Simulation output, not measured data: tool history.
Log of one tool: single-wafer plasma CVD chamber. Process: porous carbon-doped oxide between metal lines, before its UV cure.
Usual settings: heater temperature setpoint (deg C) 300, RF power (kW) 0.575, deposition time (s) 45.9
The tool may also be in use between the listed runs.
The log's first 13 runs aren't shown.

| run | hour | heater temperature setpoint (deg C) | RF power (kW) | deposition time (s) | read-back reference wafer on the same gauge, thickness_nm | mean film thickness on the monitor wafer (Å) |
|---|---|---|---|---|---|---|
| 14 | 155.3 | 290 | 0.575 | 45.9 | 333.689 | 3045.76 |
| 15 | 167.1 | 300 | 0.575 | 45.9 | 334.152 | 2878.65 |
| 16 | 175.4 | 300 | 0.575 | 45.9 | 334.193 | 2862.66 |
|  | 187.4 | RF generator calibrated |
| 17 | 192.6 | 300 | 0.575 | 45.9 | 334.246 | 2991.99 |
| 18 | 210.2 | 300 | 0.575 | 52.6 | 333.976 | 3434.7 |
| 19 | 225.1 | 300 | 0.575 | 37.3 | 333.683 | 2444.78 |
|  | 234.6 | showerhead replaced |
| 20 | 235.1 | 287 | 0.625 | 39.1 | 333.969 | 2888.89 |
| 21 | 242.5 | 304 | 0.665 | 52.1 | 333.72 | 3587.52 |
| 22 | 254.4 | 308 | 0.545 | 41.6 | 333.82 | 2544.94 |
|  | 300.4 | thermocouple changed; heater temperature recalibrated |
| 23 | 300.9 | 311 | 0.665 | 48.4 | 333.928 | 3129.19 |
| 24 | 312.7 | 308 | 0.69 | 39.8 | 334.025 | 2690.64 |
| 25 | 329.2 | 300 | 0.575 | 45.9 | 334.082 | 2910.93 |
| 26 | 337.3 | 300 | 0.575 | 45.9 | 334.339 | 2915.74 |
|  | 344.5 | gauge calibrated |
| 27 | 348.3 | 312 | 0.685 | 45.9 | 333.998 | 3006.63 |
| 28 | 400.7 | 300 | 0.575 | 43.2 | 334.229 | 2747.7 |
| 29 | 410.7 | 309 | 0.485 | 49.5 | 333.8 | 2758.63 |
| 30 | 425.5 | 295 | 0.51 | 38.3 | 334.271 | 2357.72 |
| 31 | 442.3 | 300 | 0.575 | 45.9 | 333.911 | 2915.71 |
| 32 | 455.8 | 300 | 0.67 | 42.1 | 334.216 | 2898.8 |
| 33 | 474.6 | 285 | 0.575 | 50.6 | 333.839 | 3463.01 |
| 34 | 487.2 | 300 | 0.47 | 45.9 | 334.04 | 2636.7 |
| 35 | 496.4 | 300 | 0.575 | 45.9 | 334.114 | 2919.16 |

Forecast each of these 3 alternatives for the next run:
| A | 496.8 | 287 | 0.575 | 45.9 | ? | ? |
| B | 496.8 | 313 | 0.655 | 54.9 | ? | ? |
| C | 496.8 | 285 | 0.575 | 38.3 | ? | ? |

| run | read-back reference wafer on the same gauge, thickness_nm | mean film thickness on the monitor wafer (Å) |
|---|---|---|
| A | 334.137 | 3113.97 |
| B | 334.137 | 3485.39 |
| C | 334.137 | 2638.03 |
Without the tool's hidden state the same runs would have given:
| run | mean film thickness on the monitor wafer (Å) |
|---|---|
| A | 3124.54 |
| B | 3496.8 |
| C | 2646.99 |
